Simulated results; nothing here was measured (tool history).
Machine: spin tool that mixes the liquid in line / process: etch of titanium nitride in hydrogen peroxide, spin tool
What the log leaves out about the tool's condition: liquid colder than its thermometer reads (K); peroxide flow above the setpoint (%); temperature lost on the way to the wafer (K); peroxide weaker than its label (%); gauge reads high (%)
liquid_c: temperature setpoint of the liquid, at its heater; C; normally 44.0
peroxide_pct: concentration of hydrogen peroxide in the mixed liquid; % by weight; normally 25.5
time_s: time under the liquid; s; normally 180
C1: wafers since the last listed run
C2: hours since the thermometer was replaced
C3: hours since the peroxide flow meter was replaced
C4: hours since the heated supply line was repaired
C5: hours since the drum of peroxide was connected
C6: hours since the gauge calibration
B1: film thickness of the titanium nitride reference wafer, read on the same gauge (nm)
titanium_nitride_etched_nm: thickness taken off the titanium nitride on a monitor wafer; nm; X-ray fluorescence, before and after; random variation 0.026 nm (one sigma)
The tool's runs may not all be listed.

run 1 hour=0.0 | liquid_c=44.0 peroxide_pct=25.5 time_s=180 | C1=0 C2=624.9 C3=841.4 C4=2142.0 C5=131.4 C6=154.1 | B1=89.984 | titanium_nitride_etched_nm=3.563
run 2 hour=8.7 | liquid_c=44.0 peroxide_pct=25.5 time_s=180 | C1=72 C2=633.6 C3=850.1 C4=2150.7 C5=140.1 C6=162.8 | B1=90.011 | titanium_nitride_etched_nm=3.555
run 3 hour=20.6 | liquid_c=44.0 peroxide_pct=25.5 time_s=130 | C1=99 C2=645.5 C3=862.0 C4=2162.6 C5=152.0 C6=174.7 | B1=90.010 | titanium_nitride_etched_nm=2.583
run 4 hour=30.1 | liquid_c=44.0 peroxide_pct=25.5 time_s=130 | C1=79 C2=655.0 C3=871.5 C4=2172.1 C5=161.5 C6=184.2 | B1=89.964 | titanium_nitride_etched_nm=2.588
run 5 hour=45.8 | liquid_c=44.0 peroxide_pct=20.5 time_s=180 | C1=131 C2=670.7 C3=887.2 C4=2187.8 C5=177.2 C6=199.9 | B1=90.018 | titanium_nitride_etched_nm=3.367
run 6 hour=52.3 | liquid_c=44.0 peroxide_pct=20.5 time_s=180 | C1=54 C2=677.2 C3=893.7 C4=2194.3 C5=183.7 C6=206.4 | B1=90.036 | titanium_nitride_etched_nm=3.371
-- hour=59.2 gauge calibrated
run 7 hour=64.7 | liquid_c=44.0 peroxide_pct=25.5 time_s=180 | C1=103 C2=689.6 C3=906.1 C4=2206.7 C5=196.1 C6=5.5 | B1=90.014 | titanium_nitride_etched_nm=3.578
run 8 hour=71.0 | liquid_c=44.0 peroxide_pct=25.5 time_s=180 | C1=52 C2=695.9 C3=912.4 C4=2213.0 C5=202.4 C6=11.8 | B1=89.999 | titanium_nitride_etched_nm=3.550
run 9 hour=83.8 | liquid_c=44.0 peroxide_pct=25.5 time_s=180 | C1=107 C2=708.7 C3=925.2 C4=2225.8 C5=215.2 C6=24.6 | B1=89.995 | titanium_nitride_etched_nm=3.529
run 10 hour=93.1 | liquid_c=44.0 peroxide_pct=25.5 time_s=180 | C1=77 C2=718.0 C3=934.5 C4=2235.1 C5=224.5 C6=33.9 | B1=90.003 | titanium_nitride_etched_nm=3.514
run 11 hour=108.9 | liquid_c=53.0 peroxide_pct=21.0 time_s=210 | C1=132 C2=733.8 C3=950.3 C4=2250.9 C5=240.3 C6=49.7 | B1=89.989 | titanium_nitride_etched_nm=7.672
run 12 hour=120.6 | liquid_c=44.0 peroxide_pct=25.5 time_s=275 | C1=98 C2=745.5 C3=962.0 C4=2262.6 C5=252.0 C6=61.4 | B1=90.029 | titanium_nitride_etched_nm=5.401
-- hour=125.1 thermometer replaced
run 13 hour=131.2 | liquid_c=38.5 peroxide_pct=28.5 time_s=180 | C1=80 C2=6.1 C3=972.6 C4=2273.2 C5=262.6 C6=72.0 | B1=90.013 | titanium_nitride_etched_nm=2.347
run 14 hour=148.0 | liquid_c=44.0 peroxide_pct=28.0 time_s=180 | C1=140 C2=22.9 C3=989.4 C4=2290.0 C5=279.4 C6=88.8 | B1=89.967 | titanium_nitride_etched_nm=3.576
run 15 hour=159.0 | liquid_c=44.0 peroxide_pct=25.5 time_s=130 | C1=92 C2=33.9 C3=1000.4 C4=2301.0 C5=290.4 C6=99.8 | B1=89.971 | titanium_nitride_etched_nm=2.537
run 16 hour=176.8 | liquid_c=48.5 peroxide_pct=30.0 time_s=110 | C1=149 C2=51.7 C3=1018.2 C4=2318.8 C5=308.2 C6=117.6 | B1=90.008 | titanium_nitride_etched_nm=3.106
-- hour=181.5 peroxide flow meter replaced
run 17 hour=187.1 | liquid_c=48.5 peroxide_pct=30.0 time_s=245 | C1=77 C2=62.0 C3=5.6 C4=2329.1 C5=318.5 C6=127.9 | B1=90.007 | titanium_nitride_etched_nm=6.907
-- hour=194.5 heated supply line repaired
run 18 hour=215.6 | liquid_c=53.5 peroxide_pct=28.0 time_s=140 | C1=230 C2=90.5 C3=34.1 C4=21.1 C5=347.0 C6=156.4 | B1=89.999 | titanium_nitride_etched_nm=4.887
run 19 hour=224.4 | liquid_c=44.0 peroxide_pct=25.5 time_s=180 | C1=73 C2=99.3 C3=42.9 C4=29.9 C5=355.8 C6=165.2 | B1=89.981 | titanium_nitride_etched_nm=2.989
-- hour=225.6 new drum of peroxide connected
-- hour=233.7 gauge calibrated
run 20 hour=239.0 | liquid_c=48.0 peroxide_pct=19.0 time_s=135 | C1=114 C2=113.9 C3=57.5 C4=44.5 C5=13.4 C6=5.3 | B1=89.967 | titanium_nitride_etched_nm=2.867
run 21 hour=250.5 | liquid_c=44.0 peroxide_pct=25.5 time_s=265 | C1=96 C2=125.4 C3=69.0 C4=56.0 C5=24.9 C6=16.8 | B1=90.023 | titanium_nitride_etched_nm=4.384
-- hour=253.7 heated supply line repaired, repeated, since the last time left the tool worse
run 22 hour=267.2 | liquid_c=44.0 peroxide_pct=25.5 time_s=180 | C1=131 C2=142.1 C3=85.7 C4=13.5 C5=41.6 C6=33.5 | B1=89.984 | titanium_nitride_etched_nm=4.484
run 23 hour=284.9 | liquid_c=47.5 peroxide_pct=19.5 time_s=90 | C1=148 C2=159.8 C3=103.4 C4=31.2 C5=59.3 C6=51.2 | B1=90.007 | titanium_nitride_etched_nm=2.701
run 24 hour=293.3 | liquid_c=52.0 peroxide_pct=25.5 time_s=90 | C1=70 C2=168.2 C3=111.8 C4=39.6 C5=67.7 C6=59.6 | B1=90.024 | titanium_nitride_etched_nm=3.980
run 25 hour=310.8 | liquid_c=44.0 peroxide_pct=27.5 time_s=110 | C1=146 C2=185.7 C3=129.3 C4=57.1 C5=85.2 C6=77.1 | B1=90.003 | titanium_nitride_etched_nm=2.742
run 26 hour=323.0 | liquid_c=44.0 peroxide_pct=25.5 time_s=180 | C1=102 C2=197.9 C3=141.5 C4=69.3 C5=97.4 C6=89.3 | B1=90.018 | titanium_nitride_etched_nm=4.411

Predict each of these 3 candidate next runs independently; none follows another, all start after run 26:
run A hour=323.5 | liquid_c=44.0 peroxide_pct=25.5 time_s=75 | C1=4 C2=198.4 C3=142.0 C4=69.8 C5=97.9 C6=89.8 | B1=? | titanium_nitride_etched_nm=?
run B hour=323.5 | liquid_c=44.0 peroxide_pct=20.5 time_s=265 | C1=4 C2=198.4 C3=142.0 C4=69.8 C5=97.9 C6=89.8 | B1=? | titanium_nitride_etched_nm=?
run C hour=323.5 | liquid_c=53.0 peroxide_pct=25.5 time_s=180 | C1=4 C2=198.4 C3=142.0 C4=69.8 C5=97.9 C6=89.8 | B1=? | titanium_nitride_etched_nm=?

run=A B1=89.982 titanium_nitride_etched_nm=1.819
run=B B1=89.982 titanium_nitride_etched_nm=6.132
run=C B1=89.982 titanium_nitride_etched_nm=8.423
Had the tool no hidden state, the same runs would have come out as:
run=A titanium_nitride_etched_nm=1.840
run=B titanium_nitride_etched_nm=6.202
run=C titanium_nitride_etched_nm=8.513
